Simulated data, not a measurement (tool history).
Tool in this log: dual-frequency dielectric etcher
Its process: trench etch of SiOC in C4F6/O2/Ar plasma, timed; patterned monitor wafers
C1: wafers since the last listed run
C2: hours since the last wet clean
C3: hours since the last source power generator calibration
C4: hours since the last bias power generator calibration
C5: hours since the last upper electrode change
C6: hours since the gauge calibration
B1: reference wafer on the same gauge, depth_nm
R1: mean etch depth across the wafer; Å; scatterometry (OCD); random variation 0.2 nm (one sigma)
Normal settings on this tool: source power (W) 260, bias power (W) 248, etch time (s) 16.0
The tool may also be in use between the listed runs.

{"run": 1, "day": 0.0, "source power (W)": 230, "bias power (W)": 248, "etch time (s)": 16.0, "C1": 0, "C2": 37.0, "C3": 1134.5, "C4": 3163.1, "C5": 3832.6, "C6": 226.2, "B1": 30.79, "R1": 320.0}
{"run": 2, "day": 2.712, "source power (W)": 230, "bias power (W)": 248, "etch time (s)": 16.0, "C1": 1331, "C2": 102.1, "C3": 1199.6, "C4": 3228.2, "C5": 3897.7, "C6": 291.3, "B1": 30.84, "R1": 319.7}
{"run": 3, "day": 5.062, "source power (W)": 300, "bias power (W)": 248, "etch time (s)": 16.0, "C1": 1153, "C2": 158.5, "C3": 1256.0, "C4": 3284.6, "C5": 3954.1, "C6": 347.7, "B1": 30.83, "R1": 365.6}
{"run": 4, "day": 6.2, "source power (W)": 300, "bias power (W)": 248, "etch time (s)": 16.0, "C1": 558, "C2": 185.8, "C3": 1283.3, "C4": 3311.9, "C5": 3981.4, "C6": 375.0, "B1": 30.77, "R1": 366.0}
{"run": 5, "day": 10.888, "source power (W)": 250, "bias power (W)": 248, "etch time (s)": 16.0, "C1": 2301, "C2": 298.3, "C3": 1395.8, "C4": 3424.4, "C5": 4093.9, "C6": 487.5, "B1": 30.77, "R1": 340.5}
{"day": 11.596, "done": "source power generator calibrated"}
{"run": 6, "day": 12.988, "source power (W)": 260, "bias power (W)": 248, "etch time (s)": 17.5, "C1": 949, "C2": 348.7, "C3": 33.4, "C4": 3474.8, "C5": 4144.3, "C6": 537.9, "B1": 30.87, "R1": 385.1}
{"day": 14.029, "done": "wet clean of the chamber"}
{"run": 7, "day": 14.512, "source power (W)": 260, "bias power (W)": 248, "etch time (s)": 17.5, "C1": 257, "C2": 11.6, "C3": 70.0, "C4": 3511.4, "C5": 4180.9, "C6": 574.5, "B1": 30.82, "R1": 369.0}
{"day": 15.375, "done": "bias power generator calibrated"}
{"run": 8, "day": 15.75, "source power (W)": 200, "bias power (W)": 248, "etch time (s)": 14.5, "C1": 525, "C2": 41.3, "C3": 99.7, "C4": 9.0, "C5": 4210.6, "C6": 604.2, "B1": 30.85, "R1": 271.0}
{"run": 9, "day": 17.738, "source power (W)": 220, "bias power (W)": 211, "etch time (s)": 20.5, "C1": 975, "C2": 89.0, "C3": 147.4, "C4": 56.7, "C5": 4258.3, "C6": 651.9, "B1": 30.82, "R1": 390.7}
{"day": 21.038, "done": "upper electrode replaced"}
{"run": 10, "day": 21.058, "source power (W)": 300, "bias power (W)": 248, "etch time (s)": 13.0, "C1": 1139, "C2": 168.7, "C3": 227.1, "C4": 136.4, "C5": 0.5, "C6": 731.6, "B1": 30.79, "R1": 300.7}
{"day": 21.221, "done": "gauge calibrated"}
{"run": 11, "day": 22.154, "source power (W)": 260, "bias power (W)": 248, "etch time (s)": 16.0, "C1": 537, "C2": 195.0, "C3": 253.4, "C4": 162.7, "C5": 26.8, "C6": 22.4, "B1": 30.76, "R1": 346.9}
{"run": 12, "day": 24.429, "source power (W)": 260, "bias power (W)": 295, "etch time (s)": 13.5, "C1": 1116, "C2": 249.6, "C3": 308.0, "C4": 217.3, "C5": 81.4, "C6": 77.0, "B1": 30.79, "R1": 307.1}
{"run": 13, "day": 27.071, "source power (W)": 260, "bias power (W)": 248, "etch time (s)": 16.0, "C1": 1296, "C2": 313.0, "C3": 371.4, "C4": 280.7, "C5": 144.8, "C6": 140.4, "B1": 30.74, "R1": 347.9}
{"run": 14, "day": 29.771, "source power (W)": 210, "bias power (W)": 278, "etch time (s)": 16.0, "C1": 1325, "C2": 377.8, "C3": 436.2, "C4": 345.5, "C5": 209.6, "C6": 205.2, "B1": 30.79, "R1": 326.8}

State the hidden condition of the tool at each of the runs:
source power that arrives over what is set, %: 0 at every run
bias power that arrives over what is set, %: 0 at every run
gauge reads high (%): 0 at every run
H1: etch rate over this chamber's usual, %
run=1 H1=0.238
run=2 H1=0.841
run=3 H1=1.36
run=4 H1=1.61
run=5 H1=2.66
run=6 H1=3.12
run=7 H1=0.827
run=8 H1=1.1
run=9 H1=1.54
run=10 H1=2.28
run=11 H1=2.52
run=12 H1=3.03
run=13 H1=3.62
run=14 H1=4.22
